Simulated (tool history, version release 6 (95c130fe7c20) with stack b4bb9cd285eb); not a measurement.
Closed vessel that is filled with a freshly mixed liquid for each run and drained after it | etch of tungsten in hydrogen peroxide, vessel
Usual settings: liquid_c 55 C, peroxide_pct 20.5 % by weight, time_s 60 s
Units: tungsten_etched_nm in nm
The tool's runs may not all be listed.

run,hour,liquid_c,peroxide_pct,time_s,"read-back film thickness of the tungsten reference wafer, read on the same gauge (nm)",tungsten_etched_nm
1,0,55,23,60,80.02,77.41
2,46.5,55,20.5,60,80.03,73.12
3,90.5,55,20.5,60,80,72.47
4,118.7,55,20.5,60,79.99,72.47
5,157.4,55,20.5,60,80.01,71.78
6,188.3,55,20.5,60,79.98,71.62
7,223.2,55,20.5,60,80,71.22
8,260.5,55,20.5,60,80.05,71.46
9,289,55,17,60,79.99,65.92
10,355.2,55,20.5,60,79.99,71.27
11,393.7,55,20.5,60,79.96,72.05
# hour 398.5: new drum of peroxide connected
12,428.6,55,18.5,30,79.98,35.16
# hour 431.7: gauge calibrated
13,489.4,51.5,23.5,30,79.97,32.22
14,537.7,55,20.5,60,79.99,73.78
15,582.4,55,20.5,60,80.03,74.07
# hour 584.9: peroxide flow meter replaced
16,644.8,55,18,60,79.96,68.57
# hour 709.6: thermometer replaced
17,763.6,52.5,20.5,85,80,77.89
# hour 871: new drum of peroxide connected
18,894.8,63,22.5,90,79.94,164.79
19,965.4,49,23.5,90,80.01,72.75
20,1010.9,51,15.5,60,80.03,45.29
21,1166,55,20.5,60,80.06,64.01

Forecast each of these 3 alternatives for the next run:
A,1166.7,55,20.5,60,?,?
B,1166.7,60.5,17.5,90,?,?
C,1166.7,46,20.5,85,?,?

run,"read-back film thickness of the tungsten reference wafer, read on the same gauge (nm)",tungsten_etched_nm
A,80.03,65.56
B,80.03,125.09
C,80.03,53.75
Without the tool's hidden state the same runs would have given:
run,tungsten_etched_nm
A,65.96
B,125.97
C,53.99

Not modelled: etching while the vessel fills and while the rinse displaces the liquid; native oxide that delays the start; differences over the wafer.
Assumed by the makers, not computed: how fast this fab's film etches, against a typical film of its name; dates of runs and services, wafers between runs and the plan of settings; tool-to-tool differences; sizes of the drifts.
